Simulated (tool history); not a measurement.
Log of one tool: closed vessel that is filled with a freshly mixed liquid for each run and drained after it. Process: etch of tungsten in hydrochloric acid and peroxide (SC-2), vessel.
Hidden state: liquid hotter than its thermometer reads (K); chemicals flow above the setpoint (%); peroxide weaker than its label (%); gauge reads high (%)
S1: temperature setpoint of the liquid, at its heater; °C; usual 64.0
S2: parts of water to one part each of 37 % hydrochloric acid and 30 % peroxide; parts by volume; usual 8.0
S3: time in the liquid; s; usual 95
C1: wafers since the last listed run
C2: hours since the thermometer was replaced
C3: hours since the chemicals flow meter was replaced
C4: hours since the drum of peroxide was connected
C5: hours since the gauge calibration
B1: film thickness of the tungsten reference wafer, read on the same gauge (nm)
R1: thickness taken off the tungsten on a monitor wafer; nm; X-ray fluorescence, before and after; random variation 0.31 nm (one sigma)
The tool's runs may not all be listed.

run    hour    S1    S2   S3     C1     C2      C3     C4      C5      B1     R1
  1     0.0  64.0   8.0   85      0  115.0   886.3  452.5  1402.6  106.66  37.58
        0.3  -- new drum of peroxide connected
  2    40.7  64.0   8.0   85   3869  155.7   927.0   40.4  1443.3  106.73  36.85
      142.5  -- gauge calibrated
  3   143.7  64.0   8.0   95   9868  258.7  1030.0  143.4     1.2  100.83  39.49
  4   245.1  64.0   8.0   95   9714  360.1  1131.4  244.8   102.6  102.03  39.44
  5   314.5  64.0   8.0   95   6649  429.5  1200.8  314.2   172.0  102.73  40.34
  6   387.5  56.5   8.0   95   6994  502.5  1273.8  387.2   245.0  103.34  24.89
      405.0  -- thermometer replaced
      422.8  -- new drum of peroxide connected
  7   476.4  56.5   8.0   95   8325   71.4  1362.7   53.6   333.9  104.08  25.24
  8   561.0  64.0   8.0   95   8105  156.0  1447.3  138.2   418.5  104.60  39.87
  9   659.4  64.0   8.0   95   9427  254.4  1545.7  236.6   516.9  105.18  40.89
 10   739.2  64.0   8.0   95   7645  334.2  1625.5  316.4   596.7  105.55  40.85
 11   834.8  64.0   8.0   95   9159  429.8  1721.1  412.0   692.3  105.96  41.39
 12   920.1  64.0   8.0   95   8172  515.1  1806.4  497.3   777.6  106.28  41.40
      962.8  -- new drum of peroxide connected
      979.1  -- thermometer replaced
 13  1012.5  64.0   8.0   95   8661   33.4  1898.8   49.7   870.0  106.55  40.57
 14  1111.0  64.0   8.0   95   9437  131.9  1997.3  148.2   968.5  106.82  41.12
 15  1363.5  64.0   8.0   95  24191  384.4  2249.8  400.7  1221.0  107.34  41.56
 16  1425.5  55.0  11.0  145   5940  446.4  2311.8  462.7  1283.0  107.40  27.62
 17  1476.1  64.0   8.0   95   4847  497.0  2362.4  513.3  1333.6  107.44  41.60
     1500.8  -- new drum of peroxide connected
     1516.3  -- chemicals flow meter replaced
 18  1524.8  61.5   8.0   95   4474  545.7     8.5   24.0  1382.3  107.50  35.39
     1594.9  -- thermometer replaced
 19  1628.0  68.0   8.0   95   9791   33.1   111.7  127.2  1485.5  107.65  53.03
 20  1702.7  72.0   6.5   95   7156  107.8   186.4  201.9  1560.2  107.71  79.07
 21  1773.1  64.0   8.0   95   6744  178.2   256.8  272.3  1630.6  107.78  41.36
     1823.5  -- gauge calibrated
 22  1863.0  64.0   8.0   95   8613  268.1   346.7  362.2    39.5  100.88  39.60
 23  1900.7  56.5   9.5   80   3611  305.8   384.4  399.9    77.2  101.29  17.90
     1925.5  -- new drum of peroxide connected
 24  1953.1  58.5  11.0   40   4924  358.2   436.8   27.6   129.6  101.89   8.99
 25  2027.1  64.0   5.5   95   7089  432.2   510.8  101.6   203.6  102.60  53.43
 26  2088.4  64.0   4.5   75   5873  493.5   572.1  162.9   264.9  103.10  48.78
     2149.1  -- thermometer replaced
 27  2149.9  72.0   6.5   95   5796    0.8   633.6  224.4   326.4  103.55  76.36
 28  2230.8  64.0   8.0   95   7750   81.7   714.5  305.3   407.3  104.10  40.54
 29  2314.5  64.0   8.0   95   8019  165.4   798.2  389.0   491.0  104.57  40.64
     2335.7  -- new drum of peroxide connected
 30  2381.0  71.5  12.0   70   6275  231.9   864.7   45.3   557.5  104.97  33.53

Hidden state at the last listed run before each entry between runs and at the first one after, where it differs:
Between runs 1 and 2: new drum of peroxide connected (hour 0.3)
  gauge reads high (%): 6.68 -> 6.73
  measured less the result without the state, R1: +2.35 -> +2.32 nm
Between runs 2 and 3: gauge calibrated (hour 142.5)
  gauge reads high (%): 6.73 -> 0.845
  measured less the result without the state, R1: +2.32 -> +0.33 nm
Between runs 6 and 7: thermometer replaced (hour 405.0); new drum of peroxide connected (hour 422.8)
  gauge reads high (%): 3.36 -> 4.04
  measured less the result without the state, R1: +0.81 -> +0.98 nm
Between runs 12 and 13: new drum of peroxide connected (hour 962.8); thermometer replaced (hour 979.1)
  gauge reads high (%): 6.27 -> 6.55
  measured less the result without the state, R1: +2.44 -> +2.49 nm
Between runs 17 and 18: new drum of peroxide connected (hour 1500.8); chemicals flow meter replaced (hour 1516.3)
  gauge reads high (%): 7.47 -> 7.53
  measured less the result without the state, R1: +2.89 -> +2.48 nm
Between runs 18 and 19: thermometer replaced (hour 1594.9)
  gauge reads high (%): 7.53 -> 7.64
  measured less the result without the state, R1: +2.48 -> +3.76 nm
Between runs 21 and 22: gauge calibrated (hour 1823.5)
  gauge reads high (%): 7.77 -> 0.881
  measured less the result without the state, R1: +2.98 -> +0.34 nm
Between runs 23 and 24: new drum of peroxide connected (hour 1925.5)
  gauge reads high (%): 1.31 -> 1.87
  measured less the result without the state, R1: +0.23 -> +0.17 nm
Between runs 26 and 27: thermometer replaced (hour 2149.1)
  gauge reads high (%): 3.09 -> 3.56
  measured less the result without the state, R1: +1.46 -> +2.62 nm
Between runs 29 and 30: new drum of peroxide connected (hour 2335.7)
  gauge reads high (%): 4.6 -> 4.94
  measured less the result without the state, R1: +1.79 -> +1.57 nm
